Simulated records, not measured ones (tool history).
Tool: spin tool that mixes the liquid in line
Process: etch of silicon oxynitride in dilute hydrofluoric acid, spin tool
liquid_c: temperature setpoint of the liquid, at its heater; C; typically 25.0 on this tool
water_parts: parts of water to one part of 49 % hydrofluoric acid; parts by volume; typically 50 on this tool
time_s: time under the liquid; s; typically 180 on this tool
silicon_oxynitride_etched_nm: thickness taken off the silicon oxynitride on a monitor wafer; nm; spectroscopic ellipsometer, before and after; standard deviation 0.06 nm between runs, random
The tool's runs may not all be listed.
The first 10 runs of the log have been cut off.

run	hour	liquid_c	water_parts	time_s	read-back film thickness of the silicon oxynitride reference wafer, read on the same gauge (nm)	silicon_oxynitride_etched_nm
11	130.6	25.0	50	180	150.00	16.08
12	143.9	25.0	50	180	150.01	16.12
13	172.2	25.0	50	180	149.98	16.06
14	180.9	29.0	70	180	149.99	13.48
15	190.1	25.0	60	180	150.02	13.31
16	198.5	22.5	50	180	150.01	14.29
17	205.9	21.0	40	240	149.98	22.12
18	213.2	29.5	60	225	150.00	20.44
19	222.3	25.0	50	180	149.98	16.08
20	229.5	29.5	30	180	149.99	33.68
21	238.1	25.0	50	180	149.97	15.96
22	246.1	25.0	50	215	150.01	19.21
# hour 258.8: thermometer replaced
23	261.5	28.0	50	230	150.00	22.13
# hour 266.7: hydrofluoric acid flow meter replaced
24	273.3	25.0	50	180	150.02	14.98
25	312.2	25.0	50	180	150.00	14.98
26	319.0	25.0	50	180	150.00	14.99
# hour 328.8: gauge calibrated
27	331.5	25.0	25	180	150.01	30.92
28	338.3	25.0	50	180	149.98	15.06
29	355.6	25.0	40	180	150.00	18.82
30	361.6	25.0	25	180	149.99	30.88

For run 31, what comes out?
31	409.4	25.0	50	75	?	?

{"run 31": {"read-back film thickness of the silicon oxynitride reference wafer, read on the same gauge (nm)": 150.0, "silicon_oxynitride_etched_nm": 6.29}}
Without the tool's hidden state the same run would have given silicon_oxynitride_etched_nm 6.17 nm.

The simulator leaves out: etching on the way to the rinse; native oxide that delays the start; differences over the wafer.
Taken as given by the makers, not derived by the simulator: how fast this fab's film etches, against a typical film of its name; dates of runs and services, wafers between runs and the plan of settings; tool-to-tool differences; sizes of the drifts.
